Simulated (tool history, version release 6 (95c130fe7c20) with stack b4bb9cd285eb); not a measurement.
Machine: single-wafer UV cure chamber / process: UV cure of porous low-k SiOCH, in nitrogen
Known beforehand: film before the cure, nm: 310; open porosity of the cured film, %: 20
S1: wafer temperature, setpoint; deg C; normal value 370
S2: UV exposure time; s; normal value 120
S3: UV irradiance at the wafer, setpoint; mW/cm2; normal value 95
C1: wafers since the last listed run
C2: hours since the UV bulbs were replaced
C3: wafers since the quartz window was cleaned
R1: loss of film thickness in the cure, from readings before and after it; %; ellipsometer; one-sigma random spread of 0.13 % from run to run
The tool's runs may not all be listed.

run 1 hour=0 | S1=370 S2=120 S3=95 | C1=0 C2=941.8 C3=1416 | R1=6.06
run 2 hour=41.2 | S1=370 S2=120 S3=95 | C1=282 C2=983 C3=1699 | R1=5.827
run 3 hour=52.4 | S1=370 S2=120 S3=95 | C1=76 C2=994.2 C3=1775 | R1=5.787
run 4 hour=68.7 | S1=355 S2=120 S3=83 | C1=111 C2=1010.5 C3=1887 | R1=5.103
run 5 hour=85.8 | S1=370 S2=120 S3=117 | C1=117 C2=1027.6 C3=2004 | R1=6.573
run 6 hour=108.9 | S1=370 S2=120 S3=117 | C1=158 C2=1050.7 C3=2163 | R1=6.281
run 7 hour=115.1 | S1=370 S2=120 S3=117 | C1=42 C2=1056.9 C3=2205 | R1=6.436
run 8 hour=122.2 | S1=370 S2=120 S3=95 | C1=48 C2=1064 C3=2254 | R1=5.518
run 9 hour=132.5 | S1=370 S2=120 S3=95 | C1=70 C2=1074.3 C3=2325 | R1=5.675
run 10 hour=148.1 | S1=370 S2=120 S3=95 | C1=106 C2=1089.9 C3=2432 | R1=5.613
run 11 hour=154.7 | S1=370 S2=120 S3=95 | C1=45 C2=1096.5 C3=2477 | R1=5.523
run 12 hour=172.5 | S1=363 S2=120 S3=95 | C1=122 C2=1114.3 C3=2599 | R1=5.585
run 13 hour=189.2 | S1=363 S2=120 S3=95 | C1=114 C2=1131 C3=2713 | R1=5.287
run 14 hour=229.8 | S1=370 S2=100 S3=104 | C1=278 C2=1171.6 C3=2992 | R1=4.965
-- hour=240.6 UV bulbs replaced
run 15 hour=241.1 | S1=370 S2=100 S3=104 | C1=22 C2=0.5 C3=3014 | R1=6.456
run 16 hour=249.6 | S1=370 S2=100 S3=104 | C1=58 C2=9 C3=3073 | R1=6.454
run 17 hour=267.4 | S1=370 S2=120 S3=95 | C1=122 C2=26.8 C3=3195 | R1=6.864
run 18 hour=278.7 | S1=370 S2=120 S3=95 | C1=77 C2=38.1 C3=3272 | R1=6.907
run 19 hour=295.8 | S1=388 S2=100 S3=106 | C1=117 C2=55.2 C3=3389 | R1=6.774
-- hour=317.9 quartz window cleaned
run 20 hour=318.4 | S1=370 S2=120 S3=111 | C1=100 C2=77.8 C3=3 | R1=8.402
run 21 hour=319 | S1=358 S2=75 S3=130 | C1=4 C2=78.4 C3=7 | R1=6.992
run 22 hour=332.8 | S1=363 S2=65 S3=109 | C1=94 C2=92.2 C3=102 | R1=5.687
run 23 hour=343.5 | S1=355 S2=120 S3=83 | C1=73 C2=102.9 C3=175 | R1=6.643
run 24 hour=350.7 | S1=370 S2=120 S3=95 | C1=49 C2=110.1 C3=225 | R1=7.671
run 25 hour=363.9 | S1=370 S2=120 S3=95 | C1=90 C2=123.3 C3=315 | R1=7.59
run 26 hour=370.6 | S1=360 S2=120 S3=78 | C1=45 C2=130 C3=361 | R1=6.427
run 27 hour=377 | S1=384 S2=95 S3=122 | C1=43 C2=136.4 C3=405 | R1=7.869
run 28 hour=384.7 | S1=351 S2=170 S3=95 | C1=52 C2=144.1 C3=458 | R1=8.704
run 29 hour=396.8 | S1=384 S2=120 S3=95 | C1=82 C2=156.2 C3=541 | R1=7.548
run 30 hour=414 | S1=352 S2=120 S3=59 | C1=117 C2=173.4 C3=659 | R1=5.283
run 31 hour=420.9 | S1=389 S2=165 S3=127 | C1=47 C2=180.3 C3=706 | R1=10.227
run 32 hour=430.9 | S1=360 S2=80 S3=95 | C1=68 C2=190.3 C3=775 | R1=5.522
run 33 hour=444.8 | S1=365 S2=150 S3=123 | C1=95 C2=204.2 C3=870 | R1=9.046
run 34 hour=451.8 | S1=357 S2=190 S3=95 | C1=47 C2=211.2 C3=918 | R1=8.897

List, for all runs, the conditions of the tool that the log does not record:
H1: lamp output below its setpoint, %
H2: transmission lost against a clean window, %
run=1 H1=29.5 H2=17.2
run=2 H1=30.7 H2=18.6
run=3 H1=31.1 H2=18.9
run=4 H1=31.6 H2=19.4
run=5 H1=32.1 H2=19.8
run=6 H1=32.8 H2=20.3
run=7 H1=33 H2=20.5
run=8 H1=33.2 H2=20.6
run=9 H1=33.5 H2=20.8
run=10 H1=34 H2=21.1
run=11 H1=34.2 H2=21.2
run=12 H1=34.7 H2=21.5
run=13 H1=35.2 H2=21.8
run=14 H1=36.4 H2=22.3
run=15 H1=5.43 H2=22.5
run=16 H1=5.69 H2=22.6
run=17 H1=6.23 H2=22.8
run=18 H1=6.57 H2=22.9
run=19 H1=7.09 H2=23
run=20 H1=7.77 H2=0.952
run=21 H1=7.79 H2=1.01
run=22 H1=8.21 H2=2.38
run=23 H1=8.53 H2=3.38
run=24 H1=8.75 H2=4.02
run=25 H1=9.15 H2=5.15
run=26 H1=9.36 H2=5.69
run=27 H1=9.55 H2=6.19
run=28 H1=9.78 H2=6.77
run=29 H1=10.1 H2=7.65
run=30 H1=10.7 H2=8.8
run=31 H1=10.9 H2=9.24
run=32 H1=11.2 H2=9.84
run=33 H1=11.6 H2=10.6
run=34 H1=11.8 H2=11
